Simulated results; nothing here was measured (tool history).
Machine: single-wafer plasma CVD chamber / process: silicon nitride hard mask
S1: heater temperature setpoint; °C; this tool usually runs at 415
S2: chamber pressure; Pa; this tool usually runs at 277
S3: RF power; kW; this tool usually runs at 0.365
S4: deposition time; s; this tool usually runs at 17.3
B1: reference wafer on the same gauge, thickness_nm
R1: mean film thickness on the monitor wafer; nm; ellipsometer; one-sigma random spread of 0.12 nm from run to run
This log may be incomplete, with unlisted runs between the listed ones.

run,hour,S1,S2,S3,S4,B1,R1
1,0.0,415,277,0.365,17.3,18.585,22.181
2,39.9,415,277,0.365,17.3,18.560,22.223
3,101.0,415,277,0.365,17.3,18.557,22.217
4,181.2,415,277,0.365,17.3,18.585,22.236
5,278.9,415,277,0.365,19.2,18.610,24.704
6,324.0,402,325,0.330,17.3,18.581,20.651
7,419.0,404,277,0.365,17.3,18.608,22.070
8,475.8,415,277,0.365,17.3,18.608,22.081
9,535.3,415,277,0.365,17.3,18.601,22.089
# hour 554.9: capacitance manometer re-zeroed and calibrated
10,586.5,415,277,0.365,14.8,18.576,18.721
11,690.4,422,277,0.365,17.3,18.621,21.990
# hour 738.1: showerhead replaced
# hour 773.1: RF generator calibrated
12,792.0,415,243,0.365,17.3,18.558,21.731
# hour 807.4: gauge calibrated
13,893.9,424,277,0.295,17.3,18.561,17.758
14,959.7,402,305,0.365,17.3,18.569,23.109
15,1033.1,415,277,0.335,17.3,18.589,20.414
16,1095.1,415,277,0.365,17.3,18.613,22.450
17,1154.8,400,225,0.415,17.3,18.601,24.074
# hour 1193.5: thermocouple changed; heater temperature recalibrated
18,1361.4,415,277,0.415,17.3,18.598,25.107
19,1455.1,404,277,0.365,17.3,18.589,22.126
# hour 1530.1: capacitance manometer re-zeroed and calibrated
20,1556.3,415,277,0.365,19.2,18.585,24.501
21,1633.4,419,235,0.365,19.7,18.624,24.064
22,1730.0,415,277,0.300,17.3,18.597,17.920
23,1801.1,415,277,0.365,19.4,18.596,24.896
24,1855.5,415,319,0.365,17.3,18.569,22.760
25,1908.3,415,277,0.300,17.3,18.594,17.757
26,1952.3,402,249,0.320,15.0,18.595,16.246
27,2004.3,415,317,0.365,17.3,18.599,22.708

Branching from run 27: 5 alternative next runs. What would each branch give?
A,2004.7,415,277,0.365,17.3,?,?
B,2004.7,426,309,0.405,16.2,?,?
C,2004.7,403,277,0.365,18.7,?,?
D,2004.7,415,236,0.325,18.6,?,?
E,2004.7,401,277,0.385,19.9,?,?

run,B1,R1
A,18.593,22.240
B,18.593,23.334
C,18.593,24.179
D,18.593,20.460
E,18.593,27.100
Had the tool no hidden state, the same runs would have come out as:
run,R1
A,22.775
B,23.854
C,24.761
D,20.988
E,27.733
